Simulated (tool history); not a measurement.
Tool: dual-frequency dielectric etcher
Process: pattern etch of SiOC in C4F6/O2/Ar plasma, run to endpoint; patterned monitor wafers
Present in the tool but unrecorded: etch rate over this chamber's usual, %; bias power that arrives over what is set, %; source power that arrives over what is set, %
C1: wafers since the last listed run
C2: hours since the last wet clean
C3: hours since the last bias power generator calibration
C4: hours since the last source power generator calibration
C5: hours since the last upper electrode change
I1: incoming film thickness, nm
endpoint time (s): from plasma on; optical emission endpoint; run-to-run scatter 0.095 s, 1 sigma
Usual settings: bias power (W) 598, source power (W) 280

run 1 hour=0 | bias_power_(W)=598 source_power_(W)=280 | C1=0 C2=408.7 C3=2274.4 C4=2753.7 C5=3490.3 | I1=35.75 | endpoint_time_(s)=13.4
-- hour=50.6 wet clean of the chamber
run 2 hour=73.5 | bias_power_(W)=598 source_power_(W)=280 | C1=1077 C2=22.9 C3=2347.9 C4=2827.2 C5=3563.8 | I1=35.51 | endpoint_time_(s)=12.9
run 3 hour=145.6 | bias_power_(W)=598 source_power_(W)=280 | C1=1569 C2=95 C3=2420 C4=2899.3 C5=3635.9 | I1=35.5 | endpoint_time_(s)=13
run 4 hour=192.1 | bias_power_(W)=598 source_power_(W)=280 | C1=1012 C2=141.5 C3=2466.5 C4=2945.8 C5=3682.4 | I1=35.4 | endpoint_time_(s)=13.2
run 5 hour=248.2 | bias_power_(W)=598 source_power_(W)=280 | C1=1221 C2=197.6 C3=2522.6 C4=3001.9 C5=3738.5 | I1=35.5 | endpoint_time_(s)=13.1
run 6 hour=300.6 | bias_power_(W)=598 source_power_(W)=280 | C1=1140 C2=250 C3=2575 C4=3054.3 C5=3790.9 | I1=36.07 | endpoint_time_(s)=13.5
run 7 hour=384.7 | bias_power_(W)=598 source_power_(W)=280 | C1=1831 C2=334.1 C3=2659.1 C4=3138.4 C5=3875 | I1=35.67 | endpoint_time_(s)=13.3
run 8 hour=471.1 | bias_power_(W)=598 source_power_(W)=280 | C1=1881 C2=420.5 C3=2745.5 C4=3224.8 C5=3961.4 | I1=35.67 | endpoint_time_(s)=13.4
-- hour=510.3 wet clean of the chamber
run 9 hour=547.7 | bias_power_(W)=598 source_power_(W)=280 | C1=1145 C2=37.4 C3=2822.1 C4=3301.4 C5=4038 | I1=35.96 | endpoint_time_(s)=12.9
-- hour=583 bias power generator calibrated
run 10 hour=597.5 | bias_power_(W)=598 source_power_(W)=280 | C1=997 C2=87.2 C3=14.5 C4=3351.2 C5=4087.8 | I1=35.49 | endpoint_time_(s)=12.9
-- hour=845.2 source power generator calibrated
run 11 hour=856.6 | bias_power_(W)=598 source_power_(W)=280 | C1=5554 C2=346.3 C3=273.6 C4=11.4 C5=4346.9 | I1=35.36 | endpoint_time_(s)=12.9
run 12 hour=916.5 | bias_power_(W)=598 source_power_(W)=280 | C1=1304 C2=406.2 C3=333.5 C4=71.3 C5=4406.8 | I1=35.51 | endpoint_time_(s)=13.3
run 13 hour=977.8 | bias_power_(W)=598 source_power_(W)=280 | C1=1334 C2=467.5 C3=394.8 C4=132.6 C5=4468.1 | I1=35.27 | endpoint_time_(s)=13.2
run 14 hour=1033.9 | bias_power_(W)=541 source_power_(W)=220 | C1=1221 C2=523.6 C3=450.9 C4=188.7 C5=4524.2 | I1=35.96 | endpoint_time_(s)=16.2
-- hour=1115 wet clean of the chamber
run 15 hour=1120.5 | bias_power_(W)=742 source_power_(W)=230 | C1=1363 C2=5.5 C3=537.5 C4=275.3 C5=4610.8 | I1=35.63 | endpoint_time_(s)=13.3
run 16 hour=1158.6 | bias_power_(W)=522 source_power_(W)=280 | C1=829 C2=43.6 C3=575.6 C4=313.4 C5=4648.9 | I1=35.35 | endpoint_time_(s)=13.2
run 17 hour=1245.7 | bias_power_(W)=546 source_power_(W)=250 | C1=1896 C2=130.7 C3=662.7 C4=400.5 C5=4736 | I1=35.39 | endpoint_time_(s)=14.1
run 18 hour=1301.9 | bias_power_(W)=521 source_power_(W)=210 | C1=1223 C2=186.9 C3=718.9 C4=456.7 C5=4792.2 | I1=35.44 | endpoint_time_(s)=15.9
-- hour=1339.1 upper electrode replaced, of another model than before
run 19 hour=1361.9 | bias_power_(W)=518 source_power_(W)=280 | C1=783 C2=246.9 C3=778.9 C4=516.7 C5=22.8 | I1=35.58 | endpoint_time_(s)=13.4
run 20 hour=1447.3 | bias_power_(W)=691 source_power_(W)=220 | C1=1859 C2=332.3 C3=864.3 C4=602.1 C5=108.2 | I1=35.9 | endpoint_time_(s)=13.8
run 21 hour=1515.7 | bias_power_(W)=541 source_power_(W)=250 | C1=1489 C2=400.7 C3=932.7 C4=670.5 C5=176.6 | I1=35.1 | endpoint_time_(s)=13.8
run 22 hour=1608.4 | bias_power_(W)=598 source_power_(W)=280 | C1=2018 C2=493.4 C3=1025.4 C4=763.2 C5=269.3 | I1=35.02 | endpoint_time_(s)=13.2
-- hour=1641.6 wet clean of the chamber
run 23 hour=1704.7 | bias_power_(W)=731 source_power_(W)=260 | C1=1574 C2=63.1 C3=1121.7 C4=859.5 C5=365.6 | I1=35.76 | endpoint_time_(s)=12.7
run 24 hour=1781.5 | bias_power_(W)=598 source_power_(W)=280 | C1=1672 C2=139.9 C3=1198.5 C4=936.3 C5=442.4 | I1=35.68 | endpoint_time_(s)=13.1
run 25 hour=1854.9 | bias_power_(W)=598 source_power_(W)=220 | C1=1598 C2=213.3 C3=1271.9 C4=1009.7 C5=515.8 | I1=35.59 | endpoint_time_(s)=14
run 26 hour=1903.5 | bias_power_(W)=598 source_power_(W)=280 | C1=1058 C2=261.9 C3=1320.5 C4=1058.3 C5=564.4 | I1=35.67 | endpoint_time_(s)=13

Alternative continuations, all from the tool just after run 26; predict every row:
run A hour=1903.9 | bias_power_(W)=598 source_power_(W)=330 | C1=8 C2=262.3 C3=1320.9 C4=1058.7 C5=564.8 | I1=35.38 | endpoint_time_(s)=?
run B hour=1903.9 | bias_power_(W)=496 source_power_(W)=260 | C1=8 C2=262.3 C3=1320.9 C4=1058.7 C5=564.8 | I1=35.38 | endpoint_time_(s)=?
run C hour=1903.9 | bias_power_(W)=702 source_power_(W)=310 | C1=8 C2=262.3 C3=1320.9 C4=1058.7 C5=564.8 | I1=35.38 | endpoint_time_(s)=?
run D hour=1903.9 | bias_power_(W)=696 source_power_(W)=220 | C1=8 C2=262.3 C3=1320.9 C4=1058.7 C5=564.8 | I1=35.38 | endpoint_time_(s)=?

run=A endpoint_time_(s)=12.3
run=B endpoint_time_(s)=13.8
run=C endpoint_time_(s)=12.1
run=D endpoint_time_(s)=13.5
With the hidden condition removed and each run's random variation left untouched, the same runs would have given:
run=A endpoint_time_(s)=11.9
run=B endpoint_time_(s)=13.4
run=C endpoint_time_(s)=11.7
run=D endpoint_time_(s)=13.1
